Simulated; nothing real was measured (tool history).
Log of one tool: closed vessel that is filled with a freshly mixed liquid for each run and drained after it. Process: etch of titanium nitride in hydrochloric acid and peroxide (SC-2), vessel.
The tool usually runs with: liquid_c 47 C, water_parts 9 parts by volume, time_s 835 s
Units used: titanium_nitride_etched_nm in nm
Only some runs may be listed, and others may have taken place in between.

run,hour,liquid_c,water_parts,time_s,wafers since the last listed run,hours since the thermometer was replaced,hours since the chemicals flow meter was replaced,hours since the drum of peroxide was connected,hours since the gauge calibration,"read-back film thickness of the titanium nitride reference wafer, read on the same gauge (nm)",titanium_nitride_etched_nm
1,0,47,10.5,835,0,1681.4,1273.6,925.2,34.5,140,21.96
2,16.1,47,10.5,835,1104,1697.5,1289.7,941.3,50.6,139.99,22.1
3,27.8,47,9,835,802,1709.2,1301.4,953,62.3,140.01,25.12
4,35.9,47,9,835,555,1717.3,1309.5,961.1,70.4,140.01,24.97
5,52.9,47,9,835,1166,1734.3,1326.5,978.1,87.4,140.01,24.98
6,70.6,47,9,835,1214,1752,1344.2,995.8,105.1,140,24.98
7,81,47,9,835,713,1762.4,1354.6,1006.2,115.5,140.01,24.96
8,99,47,9,485,1234,1780.4,1372.6,1024.2,133.5,139.97,14.56
9,105.2,47,9,835,425,1786.6,1378.8,1030.4,139.7,139.99,24.96
10,112.7,47,6,660,514,1794.1,1386.3,1037.9,147.2,139.99,27.34
11,120.7,47,6,660,548,1802.1,1394.3,1045.9,155.2,139.99,27.14
12,132.3,47,6,660,795,1813.7,1405.9,1057.5,166.8,139.99,27.33
13,141.5,47,9,550,631,1822.9,1415.1,1066.7,176,139.98,16.4
# hour 176.4: thermometer replaced
# hour 177.3: chemicals flow meter replaced
14,188.3,56,9,1145,3075,11.9,11,1113.5,222.8,140,58.62
15,200,47,9,505,802,23.6,22.7,1125.2,234.5,140,14.28
16,207.5,41,11,835,514,31.1,30.2,1132.7,242,140.01,13.04
17,218.1,43,6.5,1230,727,41.7,40.8,1143.3,252.6,140.01,34.12
# hour 218.4: gauge calibrated
# hour 220.7: chemicals flow meter replaced, repeated, since the last time left the tool worse
18,233.1,47,9,835,960,56.7,12.4,1158.3,14.7,139.99,26.84
# hour 250.3: new drum of peroxide connected
19,250.8,54.5,5.5,495,1145,74.4,30.1,0.5,32.4,139.98,38.37
20,274.8,44,11,415,1646,98.4,54.1,24.5,56.4,139.98,9.13
21,281,39,10,1320,425,104.6,60.3,30.7,62.6,139.99,22.24
22,289.8,49.5,10,835,603,113.4,69.1,39.5,71.4,140,29.15
23,301.7,47,9,835,816,125.3,81,51.4,83.3,140,26.68
24,311,39,9,1240,637,134.6,90.3,60.7,92.6,139.99,22.74
25,318.7,54.5,5.5,495,528,142.3,98,68.4,100.3,140,38.02
26,332.6,41.5,12,1035,953,156.2,111.9,82.3,114.2,140.01,17.76

Forecast each of these 3 alternatives for the next run:
A,333.5,47,9,625,61,157.1,112.8,83.2,115.1,?,?
B,333.5,51.5,9,835,61,157.1,112.8,83.2,115.1,?,?
C,333.5,37,5,395,61,157.1,112.8,83.2,115.1,?,?

run,"read-back film thickness of the titanium nitride reference wafer, read on the same gauge (nm)",titanium_nitride_etched_nm
A,140.01,19.89
B,140.01,35.93
C,140.01,9.82
Had the tool no hidden state, the same runs would have come out as:
run,titanium_nitride_etched_nm
A,20.2
B,36.48
C,9.95

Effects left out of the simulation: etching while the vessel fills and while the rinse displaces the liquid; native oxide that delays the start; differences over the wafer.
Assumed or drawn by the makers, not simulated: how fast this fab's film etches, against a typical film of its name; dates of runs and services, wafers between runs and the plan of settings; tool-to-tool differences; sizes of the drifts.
